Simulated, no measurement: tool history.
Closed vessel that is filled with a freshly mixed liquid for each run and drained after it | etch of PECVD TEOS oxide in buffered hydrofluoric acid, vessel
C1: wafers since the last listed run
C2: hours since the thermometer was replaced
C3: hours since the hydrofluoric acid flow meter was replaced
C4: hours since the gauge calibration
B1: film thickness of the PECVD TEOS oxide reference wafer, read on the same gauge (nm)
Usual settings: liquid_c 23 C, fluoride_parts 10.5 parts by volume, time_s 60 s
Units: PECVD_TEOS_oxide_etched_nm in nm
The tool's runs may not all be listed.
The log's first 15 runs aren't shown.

{"run": 16, "day": 38.417, "liquid_c": 23, "fluoride_parts": 10.5, "time_s": 60, "C1": 8450, "C2": 2533.7, "C3": 1305.8, "C4": 1285.5, "B1": 122.52, "PECVD_TEOS_oxide_etched_nm": 209.59}
{"day": 41.546, "done": "thermometer replaced"}
{"run": 17, "day": 41.621, "liquid_c": 25, "fluoride_parts": 12.5, "time_s": 75, "C1": 11135, "C2": 1.8, "C3": 1382.7, "C4": 1362.4, "B1": 122.95, "PECVD_TEOS_oxide_etched_nm": 247.37}
{"run": 18, "day": 43.817, "liquid_c": 18.5, "fluoride_parts": 13, "time_s": 30, "C1": 7731, "C2": 54.5, "C3": 1435.4, "C4": 1415.1, "B1": 123.18, "PECVD_TEOS_oxide_etched_nm": 66.84}
{"run": 19, "day": 52.771, "liquid_c": 23, "fluoride_parts": 10.5, "time_s": 60, "C1": 31528, "C2": 269.4, "C3": 1650.3, "C4": 1630, "B1": 124.57, "PECVD_TEOS_oxide_etched_nm": 215.46}
{"run": 20, "day": 54.971, "liquid_c": 23, "fluoride_parts": 8, "time_s": 60, "C1": 7746, "C2": 322.2, "C3": 1703.1, "C4": 1682.8, "B1": 124.94, "PECVD_TEOS_oxide_etched_nm": 271.15}
{"day": 55.35, "done": "gauge calibrated"}
{"day": 55.529, "done": "hydrofluoric acid flow meter replaced"}
{"run": 21, "day": 58.292, "liquid_c": 23, "fluoride_parts": 12.5, "time_s": 60, "C1": 11546, "C2": 401.9, "C3": 66.3, "C4": 70.6, "B1": 119.78, "PECVD_TEOS_oxide_etched_nm": 174.25}
{"run": 22, "day": 62.1, "liquid_c": 23, "fluoride_parts": 10.5, "time_s": 60, "C1": 13409, "C2": 493.3, "C3": 157.7, "C4": 162, "B1": 119.78, "PECVD_TEOS_oxide_etched_nm": 207.37}
{"run": 23, "day": 63.875, "liquid_c": 23, "fluoride_parts": 10.5, "time_s": 60, "C1": 6250, "C2": 535.9, "C3": 200.3, "C4": 204.6, "B1": 119.87, "PECVD_TEOS_oxide_etched_nm": 207.36}
{"run": 24, "day": 66.617, "liquid_c": 23, "fluoride_parts": 10.5, "time_s": 60, "C1": 9653, "C2": 601.7, "C3": 266.1, "C4": 270.4, "B1": 119.96, "PECVD_TEOS_oxide_etched_nm": 207.04}
{"run": 25, "day": 68.858, "liquid_c": 19, "fluoride_parts": 7, "time_s": 35, "C1": 7893, "C2": 655.5, "C3": 319.9, "C4": 324.2, "B1": 120.02, "PECVD_TEOS_oxide_etched_nm": 142.67}
{"run": 26, "day": 71.292, "liquid_c": 19, "fluoride_parts": 10.5, "time_s": 85, "C1": 8568, "C2": 713.9, "C3": 378.3, "C4": 382.6, "B1": 120.09, "PECVD_TEOS_oxide_etched_nm": 233.53}
{"run": 27, "day": 74.288, "liquid_c": 23, "fluoride_parts": 10.5, "time_s": 60, "C1": 10548, "C2": 785.8, "C3": 450.2, "C4": 454.5, "B1": 120.17, "PECVD_TEOS_oxide_etched_nm": 206.24}
{"run": 28, "day": 77.954, "liquid_c": 23, "fluoride_parts": 10.5, "time_s": 60, "C1": 12910, "C2": 873.8, "C3": 538.2, "C4": 542.5, "B1": 120.4, "PECVD_TEOS_oxide_etched_nm": 206.22}
{"run": 29, "day": 81.904, "liquid_c": 27, "fluoride_parts": 10.5, "time_s": 30, "C1": 13908, "C2": 968.6, "C3": 633, "C4": 637.3, "B1": 120.59, "PECVD_TEOS_oxide_etched_nm": 128.92}
{"run": 30, "day": 83.546, "liquid_c": 23, "fluoride_parts": 12.5, "time_s": 85, "C1": 5780, "C2": 1008, "C3": 672.4, "C4": 676.7, "B1": 120.7, "PECVD_TEOS_oxide_etched_nm": 248.53}
{"run": 31, "day": 87.112, "liquid_c": 23, "fluoride_parts": 13, "time_s": 60, "C1": 12558, "C2": 1093.6, "C3": 758, "C4": 762.3, "B1": 120.98, "PECVD_TEOS_oxide_etched_nm": 168.42}
{"run": 32, "day": 88.967, "liquid_c": 23, "fluoride_parts": 10.5, "time_s": 60, "C1": 6528, "C2": 1138.1, "C3": 802.5, "C4": 806.8, "B1": 121.11, "PECVD_TEOS_oxide_etched_nm": 208.02}
{"run": 33, "day": 92.029, "liquid_c": 23, "fluoride_parts": 10.5, "time_s": 50, "C1": 10783, "C2": 1211.6, "C3": 876, "C4": 880.3, "B1": 121.38, "PECVD_TEOS_oxide_etched_nm": 173.85}
{"run": 34, "day": 94.721, "liquid_c": 23, "fluoride_parts": 12, "time_s": 50, "C1": 9477, "C2": 1276.2, "C3": 940.6, "C4": 944.9, "B1": 121.63, "PECVD_TEOS_oxide_etched_nm": 151.91}

Forecast each of these 3 alternatives for the next run:
{"run": "A", "day": 94.75, "liquid_c": 23, "fluoride_parts": 10.5, "time_s": 75, "C1": 102, "C2": 1276.9, "C3": 941.3, "C4": 945.6, "B1": "?", "PECVD_TEOS_oxide_etched_nm": "?"}
{"run": "B", "day": 94.75, "liquid_c": 19, "fluoride_parts": 13, "time_s": 50, "C1": 102, "C2": 1276.9, "C3": 941.3, "C4": 945.6, "B1": "?", "PECVD_TEOS_oxide_etched_nm": "?"}
{"run": "C", "day": 94.75, "liquid_c": 19, "fluoride_parts": 11.5, "time_s": 60, "C1": 102, "C2": 1276.9, "C3": 941.3, "C4": 945.6, "B1": "?", "PECVD_TEOS_oxide_etched_nm": "?"}

run=A B1=121.63 PECVD_TEOS_oxide_etched_nm=261.87
run=B B1=121.63 PECVD_TEOS_oxide_etched_nm=113.42
run=C B1=121.63 PECVD_TEOS_oxide_etched_nm=153.46
Without the tool's hidden state the same runs would have given:
run=A PECVD_TEOS_oxide_etched_nm=258.34
run=B PECVD_TEOS_oxide_etched_nm=111.89
run=C PECVD_TEOS_oxide_etched_nm=151.39
